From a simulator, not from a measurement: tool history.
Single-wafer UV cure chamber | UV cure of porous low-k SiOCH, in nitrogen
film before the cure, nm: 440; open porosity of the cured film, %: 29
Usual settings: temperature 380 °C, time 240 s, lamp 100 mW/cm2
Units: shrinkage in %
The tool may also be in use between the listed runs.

run    hour  temperature  time  lamp  shrinkage
  1     0.0          367   240   126     12.901
  2    79.2          367   240   126     13.198
  3   184.9          367   240   126     13.018
  4   287.3          380   240   100     12.241
  5   333.0          380   240   100     12.237
      439.9  -- quartz window cleaned
  6   440.4          380   240   100     11.982
  7   522.4          380   240   100     11.778
  8   581.6          380   240   100     11.791
  9   624.2          375   240   100     11.808
 10   724.5          380   240   100     12.021
 11   824.3          380   240   100     11.993
      995.1  -- quartz window cleaned
 12  1039.7          380   240   100     11.504
 13  1133.2          380   240   100     11.635
 14  1239.2          389   240   130     12.889
 15  1318.1          395   240   100     11.660
 16  1424.0          380   160   132     10.843
 17  1476.4          386   240   118     12.241
 18  1552.2          396   240    83     10.549
 19  1608.3          380   240   121     12.282
     1628.1  -- quartz window cleaned
 20  1664.1          380   240   100     11.129
 21  1733.0          400   130   133      9.952
 22  2013.9          380   240   100     11.071
 23  2106.4          364   320   111     12.413
     2165.5  -- quartz window cleaned
     2254.8  -- UV bulbs replaced
 24  2426.7          380   240   100     12.726
 25  2484.6          369   145    78      8.945
 26  2545.8          386   240   118     14.020
 27  2615.2          380   365    61     12.408
     2697.7  -- quartz window cleaned
 28  2698.2          396   300   100     13.957
 29  2791.8          368   370    67     12.636
 30  2853.6          369   240   100     12.476
 31  2936.3          369   325    76     12.449
 32  2979.8          386   140   100     10.152
 33  3024.8          400   240   111     13.369

3 ways to go on from here, each from the tool as it stands after run 33. What would each give?
  A  3025.3          380   240   100          ?
  B  3025.3          360   205   117          ?
  C  3025.3          380   335   116          ?

run  shrinkage
  A     12.411
  B     11.996
  C     14.826
Without the tool's hidden state the same runs would have given:
run  shrinkage
  A     12.814
  B     12.397
  C     15.246
